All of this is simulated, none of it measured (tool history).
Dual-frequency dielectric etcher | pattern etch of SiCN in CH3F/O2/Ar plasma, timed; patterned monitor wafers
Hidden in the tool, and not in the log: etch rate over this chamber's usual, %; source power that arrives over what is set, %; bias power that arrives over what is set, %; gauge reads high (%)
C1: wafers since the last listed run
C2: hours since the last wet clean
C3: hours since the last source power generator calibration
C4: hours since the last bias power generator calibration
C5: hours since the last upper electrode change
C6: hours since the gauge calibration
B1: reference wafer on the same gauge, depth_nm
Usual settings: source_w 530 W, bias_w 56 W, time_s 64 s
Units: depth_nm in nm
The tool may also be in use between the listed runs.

run 1 hour=0 | source_w=530 bias_w=56 time_s=51 | C1=0 C2=248 C3=1704.5 C4=3604.6 C5=3394.8 C6=116.3 | B1=27.68 | depth_nm=22.63
run 2 hour=17.1 | source_w=470 bias_w=56 time_s=64 | C1=168 C2=265.1 C3=1721.6 C4=3621.7 C5=3411.9 C6=133.4 | B1=27.66 | depth_nm=27.53
run 3 hour=33.7 | source_w=470 bias_w=56 time_s=64 | C1=163 C2=281.7 C3=1738.2 C4=3638.3 C5=3428.5 C6=150 | B1=27.71 | depth_nm=27.52
run 4 hour=59.6 | source_w=530 bias_w=56 time_s=64 | C1=255 C2=307.6 C3=1764.1 C4=3664.2 C5=3454.4 C6=175.9 | B1=27.69 | depth_nm=28.81
run 5 hour=90.7 | source_w=530 bias_w=56 time_s=64 | C1=307 C2=338.7 C3=1795.2 C4=3695.3 C5=3485.5 C6=207 | B1=27.71 | depth_nm=28.91
run 6 hour=105 | source_w=530 bias_w=56 time_s=64 | C1=141 C2=353 C3=1809.5 C4=3709.6 C5=3499.8 C6=221.3 | B1=27.73 | depth_nm=28.94
run 7 hour=139.6 | source_w=530 bias_w=56 time_s=64 | C1=341 C2=387.6 C3=1844.1 C4=3744.2 C5=3534.4 C6=255.9 | B1=27.66 | depth_nm=29.06
run 8 hour=171.4 | source_w=530 bias_w=56 time_s=64 | C1=314 C2=419.4 C3=1875.9 C4=3776 C5=3566.2 C6=287.7 | B1=27.7 | depth_nm=28.94
run 9 hour=187.2 | source_w=530 bias_w=56 time_s=64 | C1=156 C2=435.2 C3=1891.7 C4=3791.8 C5=3582 C6=303.5 | B1=27.76 | depth_nm=29.05
-- hour=213.2 source power generator calibrated
run 10 hour=217.3 | source_w=530 bias_w=56 time_s=56.5 | C1=257 C2=465.3 C3=4.1 C4=3821.9 C5=3612.1 C6=333.6 | B1=27.65 | depth_nm=25.4
-- hour=257.8 wet clean of the chamber
run 11 hour=258.3 | source_w=530 bias_w=56 time_s=56.5 | C1=167 C2=0.5 C3=45.1 C4=3862.9 C5=3653.1 C6=374.6 | B1=27.71 | depth_nm=26.29
run 12 hour=260.3 | source_w=530 bias_w=56 time_s=64 | C1=19 C2=2.5 C3=47.1 C4=3864.9 C5=3655.1 C6=376.6 | B1=27.71 | depth_nm=29.61
-- hour=265.3 bias power generator calibrated
run 13 hour=290.7 | source_w=530 bias_w=56 time_s=64 | C1=260 C2=32.9 C3=77.5 C4=25.4 C5=3685.5 C6=407 | B1=27.69 | depth_nm=29.69
run 14 hour=308.1 | source_w=530 bias_w=56 time_s=64 | C1=171 C2=50.3 C3=94.9 C4=42.8 C5=3702.9 C6=424.4 | B1=27.69 | depth_nm=30.15
run 15 hour=322.9 | source_w=400 bias_w=56 time_s=59 | C1=146 C2=65.1 C3=109.7 C4=57.6 C5=3717.7 C6=439.2 | B1=27.67 | depth_nm=25.34
-- hour=348.2 wet clean of the chamber, repeated, since the last time left the tool worse
run 16 hour=348.7 | source_w=530 bias_w=65 time_s=53 | C1=17 C2=0.5 C3=135.5 C4=83.4 C5=3743.5 C6=465 | B1=27.69 | depth_nm=24.2
run 17 hour=376.8 | source_w=530 bias_w=56 time_s=75 | C1=277 C2=28.6 C3=163.6 C4=111.5 C5=3771.6 C6=493.1 | B1=27.68 | depth_nm=32.99
run 18 hour=388.9 | source_w=530 bias_w=56 time_s=64 | C1=119 C2=40.7 C3=175.7 C4=123.6 C5=3783.7 C6=505.2 | B1=27.76 | depth_nm=28.31
run 19 hour=402.7 | source_w=620 bias_w=56 time_s=49 | C1=136 C2=54.5 C3=189.5 C4=137.4 C5=3797.5 C6=519 | B1=27.63 | depth_nm=22.86
-- hour=452.9 upper electrode replaced
run 20 hour=453.4 | source_w=490 bias_w=56 time_s=64 | C1=263 C2=105.2 C3=240.2 C4=188.1 C5=0.5 C6=569.7 | B1=27.7 | depth_nm=27.73
run 21 hour=459.4 | source_w=450 bias_w=56 time_s=72.5 | C1=59 C2=111.2 C3=246.2 C4=194.1 C5=6.5 C6=575.7 | B1=27.73 | depth_nm=30.88
run 22 hour=494.1 | source_w=640 bias_w=56 time_s=49 | C1=342 C2=145.9 C3=280.9 C4=228.8 C5=41.2 C6=610.4 | B1=27.7 | depth_nm=23.46
run 23 hour=508.5 | source_w=530 bias_w=56 time_s=64 | C1=142 C2=160.3 C3=295.3 C4=243.2 C5=55.6 C6=624.8 | B1=27.69 | depth_nm=28.86
-- hour=512.7 gauge calibrated
run 24 hour=542.4 | source_w=590 bias_w=56 time_s=64 | C1=334 C2=194.2 C3=329.2 C4=277.1 C5=89.5 C6=29.7 | B1=27.68 | depth_nm=29.62
run 25 hour=559.5 | source_w=640 bias_w=56 time_s=49 | C1=168 C2=211.3 C3=346.3 C4=294.2 C5=106.6 C6=46.8 | B1=27.65 | depth_nm=23.44
run 26 hour=593 | source_w=530 bias_w=56 time_s=64 | C1=330 C2=244.8 C3=379.8 C4=327.7 C5=140.1 C6=80.3 | B1=27.66 | depth_nm=28.61
run 27 hour=621.7 | source_w=630 bias_w=47 time_s=81.5 | C1=283 C2=273.5 C3=408.5 C4=356.4 C5=168.8 C6=109 | B1=27.73 | depth_nm=37.03
run 28 hour=642.7 | source_w=630 bias_w=45 time_s=64 | C1=207 C2=294.5 C3=429.5 C4=377.4 C5=189.8 C6=130 | B1=27.68 | depth_nm=28.81
run 29 hour=669.2 | source_w=620 bias_w=56 time_s=75 | C1=261 C2=321 C3=456 C4=403.9 C5=216.3 C6=156.5 | B1=27.7 | depth_nm=35.55
run 30 hour=681.4 | source_w=530 bias_w=56 time_s=74.5 | C1=120 C2=333.2 C3=468.2 C4=416.1 C5=228.5 C6=168.7 | B1=27.74 | depth_nm=33.86

Hidden state at the last listed run before each entry between runs and at the first one after, where it differs:
Between runs 9 and 10: source power generator calibrated (hour 213.2)
  etch rate over this chamber's usual, %: 2.96 -> 3.2
  measured less the result without the state, depth_nm: +0.83 -> +0.79 nm
Between runs 10 and 11: wet clean of the chamber (hour 257.8)
  etch rate over this chamber's usual, %: 3.2 -> 6.17
  measured less the result without the state, depth_nm: +0.79 -> +1.53 nm
Between runs 12 and 13: bias power generator calibrated (hour 265.3)
  etch rate over this chamber's usual, %: 6.19 -> 6.43
  measured less the result without the state, depth_nm: +1.73 -> +1.8 nm
Between runs 15 and 16: wet clean of the chamber, repeated, since the last time left the tool worse (hour 348.2)
  etch rate over this chamber's usual, %: 6.69 -> 0.117
  measured less the result without the state, depth_nm: +1.59 -> +0.02 nm
Between runs 19 and 20: upper electrode replaced (hour 452.9)
  etch rate over this chamber's usual, %: 0.549 -> 0.954
  measured less the result without the state, depth_nm: +0.13 -> +0.26 nm
Between runs 23 and 24: gauge calibrated (hour 512.7)
  etch rate over this chamber's usual, %: 1.39 -> 1.67
  measured less the result without the state, depth_nm: +0.4 -> +0.48 nm
